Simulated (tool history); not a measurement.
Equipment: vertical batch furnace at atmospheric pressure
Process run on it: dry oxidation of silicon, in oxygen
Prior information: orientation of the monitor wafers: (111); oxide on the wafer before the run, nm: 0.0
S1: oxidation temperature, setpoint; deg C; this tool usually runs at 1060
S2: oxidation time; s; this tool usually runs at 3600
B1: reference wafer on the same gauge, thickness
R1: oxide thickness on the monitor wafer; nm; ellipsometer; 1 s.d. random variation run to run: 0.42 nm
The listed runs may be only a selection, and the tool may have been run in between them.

{"run": 1, "day": 0.0, "S1": 1042, "S2": 3600, "B1": 85.22, "R1": 88.89}
{"run": 2, "day": 0.938, "S1": 1049, "S2": 4470, "B1": 85.42, "R1": 107.2}
{"run": 3, "day": 2.392, "S1": 1049, "S2": 4470, "B1": 85.36, "R1": 105.54}
{"run": 4, "day": 3.775, "S1": 1060, "S2": 3600, "B1": 85.54, "R1": 99.98}
{"run": 5, "day": 4.433, "S1": 1060, "S2": 3600, "B1": 85.3, "R1": 99.65}
{"run": 6, "day": 5.567, "S1": 1060, "S2": 3600, "B1": 85.32, "R1": 98.44}
{"run": 7, "day": 6.333, "S1": 1060, "S2": 3210, "B1": 85.32, "R1": 92.3}
{"run": 8, "day": 7.596, "S1": 1060, "S2": 3090, "B1": 85.46, "R1": 89.74}
{"run": 9, "day": 8.808, "S1": 1060, "S2": 3600, "B1": 85.45, "R1": 99.76}
{"run": 10, "day": 9.983, "S1": 1060, "S2": 3600, "B1": 85.47, "R1": 98.97}
{"run": 11, "day": 11.146, "S1": 1060, "S2": 3600, "B1": 85.62, "R1": 99.61}
{"run": 12, "day": 14.921, "S1": 1060, "S2": 3600, "B1": 85.65, "R1": 98.62}
{"day": 17.15, "done": "boat lift adjusted"}
{"run": 13, "day": 17.171, "S1": 1060, "S2": 3600, "B1": 85.56, "R1": 99.68}
{"run": 14, "day": 17.362, "S1": 1060, "S2": 3600, "B1": 85.56, "R1": 99.18}
{"day": 20.012, "done": "thermocouples replaced and temperature profile calibrated"}
{"run": 15, "day": 20.692, "S1": 1060, "S2": 3600, "B1": 85.6, "R1": 98.91}
{"run": 16, "day": 21.483, "S1": 1052, "S2": 3600, "B1": 85.56, "R1": 94.89}
{"run": 17, "day": 22.708, "S1": 1083, "S2": 4350, "B1": 85.64, "R1": 128.87}
{"run": 18, "day": 23.646, "S1": 1080, "S2": 4320, "B1": 85.7, "R1": 125.89}
{"run": 19, "day": 24.792, "S1": 1060, "S2": 3600, "B1": 85.59, "R1": 99.23}
{"run": 20, "day": 27.521, "S1": 1039, "S2": 2850, "B1": 85.61, "R1": 75.36}
{"day": 28.125, "done": "gauge calibrated"}
{"run": 21, "day": 28.254, "S1": 1067, "S2": 2490, "B1": 83.84, "R1": 81.38}
{"run": 22, "day": 29.388, "S1": 1060, "S2": 2370, "B1": 84.33, "R1": 74.92}
{"run": 23, "day": 31.496, "S1": 1041, "S2": 2370, "B1": 84.42, "R1": 66.63}
{"run": 24, "day": 32.471, "S1": 1069, "S2": 2220, "B1": 84.53, "R1": 76.31}
{"run": 25, "day": 33.121, "S1": 1044, "S2": 4440, "B1": 84.51, "R1": 102.0}
{"run": 26, "day": 33.908, "S1": 1060, "S2": 3600, "B1": 84.5, "R1": 97.68}
{"run": 27, "day": 34.675, "S1": 1035, "S2": 2550, "B1": 84.6, "R1": 67.88}
{"run": 28, "day": 36.104, "S1": 1039, "S2": 3600, "B1": 84.84, "R1": 86.73}
{"run": 29, "day": 36.65, "S1": 1060, "S2": 3600, "B1": 84.73, "R1": 98.32}

Expected results for the next run?
{"run": 30, "day": 38.017, "S1": 1060, "S2": 3600, "B1": "?", "R1": "?"}

For run 30 the tool returned B1 84.82, R1 99.15 nm.
With no hidden state in the tool, this same run would have given R1 98.13 nm.
